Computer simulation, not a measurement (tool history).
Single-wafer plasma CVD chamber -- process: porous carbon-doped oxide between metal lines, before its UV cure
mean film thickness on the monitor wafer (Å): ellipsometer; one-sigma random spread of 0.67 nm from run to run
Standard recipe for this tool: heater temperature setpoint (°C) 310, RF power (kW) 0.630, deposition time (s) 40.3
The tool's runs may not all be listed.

run	hour	heater temperature setpoint (°C)	RF power (kW)	deposition time (s)	wafers since the last listed run	hours since the last thermocouple change	hours since the last RF generator calibration	hours since the showerhead was replaced	hours since the gauge calibration	read-back reference wafer on the same gauge, thickness_nm	mean film thickness on the monitor wafer (Å)
1	0.0	310	0.630	40.3	0	508.1	1214.3	3631.3	179.2	276.368	2430.88
2	27.8	310	0.630	40.3	301	535.9	1242.1	3659.1	207.0	276.100	2413.76
3	55.7	310	0.630	40.3	302	563.8	1270.0	3687.0	234.9	275.836	2406.21
4	91.1	318	0.630	40.3	384	599.2	1305.4	3722.4	270.3	276.039	2324.64
5	116.5	318	0.630	40.3	275	624.6	1330.8	3747.8	295.7	275.965	2328.94
6	146.7	310	0.630	35.2	327	654.8	1361.0	3778.0	325.9	276.084	2113.38
7	174.0	310	0.630	35.2	296	682.1	1388.3	3805.3	353.2	275.902	2102.60
8	209.1	310	0.630	40.3	381	717.2	1423.4	3840.4	388.3	275.923	2405.40
9	225.7	310	0.630	40.3	180	733.8	1440.0	3857.0	404.9	276.156	2406.72
10	246.9	310	0.725	40.3	230	755.0	1461.2	3878.2	426.1	276.037	2698.87
11	270.3	310	0.570	40.3	254	778.4	1484.6	3901.6	449.5	276.057	2194.84
12	295.5	310	0.570	40.3	273	803.6	1509.8	3926.8	474.7	276.058	2177.16
13	310.9	310	0.570	40.3	167	819.0	1525.2	3942.2	490.1	275.934	2193.12
# hour 318.2: gauge calibrated
14	339.4	310	0.630	40.3	309	847.5	1553.7	3970.7	21.2	275.692	2388.60
15	363.3	296	0.510	44.0	259	871.4	1577.6	3994.6	45.1	276.092	2283.47
# hour 393.3: RF generator calibrated
16	393.8	315	0.550	45.6	244	901.9	0.5	4025.1	75.6	276.188	2321.95
17	404.5	310	0.630	40.3	116	912.6	11.2	4035.8	86.3	276.129	2386.47
18	429.3	310	0.630	40.3	269	937.4	36.0	4060.6	111.1	276.082	2371.16
# hour 466.8: thermocouple changed; heater temperature recalibrated
19	467.3	316	0.560	44.0	325	0.5	74.0	4098.6	149.1	276.131	2323.90
20	499.2	297	0.555	47.3	346	32.4	105.9	4130.5	181.0	276.003	2704.94
# hour 512.2: showerhead replaced
21	533.5	295	0.630	35.7	285	66.7	140.2	21.3	215.3	276.039	2322.79
22	564.8	310	0.630	40.3	339	98.0	171.5	52.6	246.6	275.957	2435.06
23	600.1	310	0.715	40.3	383	133.3	206.8	87.9	281.9	276.206	2697.35
24	620.3	310	0.590	44.1	219	153.5	227.0	108.1	302.1	276.155	2496.81
25	653.1	310	0.740	43.3	356	186.3	259.8	140.9	334.9	275.834	2975.32
26	684.5	296	0.695	40.3	340	217.7	291.2	172.3	366.3	276.093	2803.92
27	699.3	310	0.630	32.6	160	232.5	306.0	187.1	381.1	276.191	1969.41
28	730.3	319	0.685	40.3	336	263.5	337.0	218.1	412.1	275.907	2499.98

Each row is a separate what-if for the run after 28, all from the same tool condition, not one after another. Results?
A	730.7	310	0.630	40.3	4	263.9	337.4	218.5	412.5	?	?
B	730.7	310	0.630	43.2	4	263.9	337.4	218.5	412.5	?	?
C	730.7	310	0.740	37.9	4	263.9	337.4	218.5	412.5	?	?
D	730.7	315	0.515	33.6	4	263.9	337.4	218.5	412.5	?	?

run	read-back reference wafer on the same gauge, thickness_nm	mean film thickness on the monitor wafer (Å)
A	276.047	2423.79
B	276.047	2593.88
C	276.047	2609.69
D	276.047	1653.14
Take away the tool's hidden state, keep each run's random variation, and the runs would have read:
run	mean film thickness on the monitor wafer (Å)
A	2428.54
B	2598.97
C	2614.81
D	1656.33
